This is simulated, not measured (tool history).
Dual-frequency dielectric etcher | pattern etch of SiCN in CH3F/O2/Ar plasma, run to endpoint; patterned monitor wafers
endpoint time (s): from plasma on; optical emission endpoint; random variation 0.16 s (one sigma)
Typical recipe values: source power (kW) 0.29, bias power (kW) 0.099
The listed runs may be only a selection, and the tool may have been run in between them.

| run | hour | source power (kW) | bias power (kW) | incoming incoming film thickness, nm | endpoint time (s) |
|---|---|---|---|---|---|
| 1 | 0 | 0.29 | 0.081 | 9.39 | 24.8 |
| 2 | 8.3 | 0.29 | 0.081 | 9.41 | 25.3 |
| 3 | 22.2 | 0.29 | 0.099 | 9.35 | 23 |
| 4 | 33.3 | 0.29 | 0.099 | 9.42 | 23.2 |
| 5 | 43.1 | 0.29 | 0.099 | 9.54 | 23.6 |
| 6 | 63 | 0.26 | 0.092 | 9.35 | 25.4 |
| 7 | 75.4 | 0.32 | 0.099 | 9.34 | 22.3 |
| 8 | 83.1 | 0.32 | 0.099 | 9.46 | 22.6 |
| 9 | 99.2 | 0.32 | 0.099 | 9.34 | 22.4 |
| 10 | 130.4 | 0.29 | 0.099 | 9.33 | 23.4 |
| 11 | 143.7 | 0.27 | 0.099 | 9.4 | 24.1 |
| 12 | 195 | 0.27 | 0.099 | 9.38 | 24.8 |
| 13 | 205.3 | 0.29 | 0.099 | 9.4 | 23.7 |
|  | 225.9 | source power generator calibrated |
|  | 274.5 | upper electrode replaced |
| 14 | 275 | 0.25 | 0.099 | 9.36 | 25.4 |
| 15 | 275.3 | 0.29 | 0.099 | 9.42 | 23.9 |
| 16 | 280.6 | 0.29 | 0.099 | 9.36 | 23.8 |
| 17 | 288.5 | 0.24 | 0.109 | 9.38 | 25 |
| 18 | 303.8 | 0.27 | 0.113 | 9.4 | 23.3 |
| 19 | 317.5 | 0.29 | 0.107 | 9.41 | 23.4 |
| 20 | 331.6 | 0.25 | 0.085 | 9.46 | 27.7 |
| 21 | 348.6 | 0.29 | 0.099 | 9.41 | 24.2 |
|  | 360.3 | bias power generator calibrated |
|  | 386.6 | wet clean of the chamber |
| 22 | 387.1 | 0.35 | 0.099 | 9.39 | 21.1 |
| 23 | 387.5 | 0.29 | 0.085 | 9.35 | 24.9 |
| 24 | 387.8 | 0.29 | 0.107 | 9.32 | 22.4 |
| 25 | 389.1 | 0.29 | 0.091 | 9.47 | 24.4 |
| 26 | 396.4 | 0.26 | 0.107 | 9.4 | 23.9 |
| 27 | 406.8 | 0.35 | 0.112 | 9.43 | 20.2 |
| 28 | 413.2 | 0.24 | 0.087 | 9.4 | 27 |
| 29 | 464.6 | 0.33 | 0.124 | 9.38 | 19.9 |
| 30 | 482.3 | 0.29 | 0.081 | 9.33 | 25.4 |
| 31 | 499.6 | 0.35 | 0.086 | 9.39 | 22.9 |
| 32 | 509.7 | 0.36 | 0.121 | 9.37 | 19.4 |
| 33 | 518 | 0.29 | 0.099 | 9.44 | 23.6 |

Hidden state, per run?
source power that arrives over what is set, %: 0 on each run
bias power that arrives over what is set, %: 0 on each run
H1: etch rate over this chamber's usual, %
| run | H1 |
|---|---|
| 1 | -1.15 |
| 2 | -1.25 |
| 3 | -1.41 |
| 4 | -1.53 |
| 5 | -1.65 |
| 6 | -1.88 |
| 7 | -2.02 |
| 8 | -2.11 |
| 9 | -2.29 |
| 10 | -2.65 |
| 11 | -2.8 |
| 12 | -3.39 |
| 13 | -3.51 |
| 14 | -4.31 |
| 15 | -4.32 |
| 16 | -4.38 |
| 17 | -4.47 |
| 18 | -4.65 |
| 19 | -4.8 |
| 20 | -4.96 |
| 21 | -5.16 |
| 22 | -1.41 |
| 23 | -1.41 |
| 24 | -1.41 |
| 25 | -1.43 |
| 26 | -1.51 |
| 27 | -1.63 |
| 28 | -1.71 |
| 29 | -2.3 |
| 30 | -2.5 |
| 31 | -2.7 |
| 32 | -2.82 |
| 33 | -2.91 |
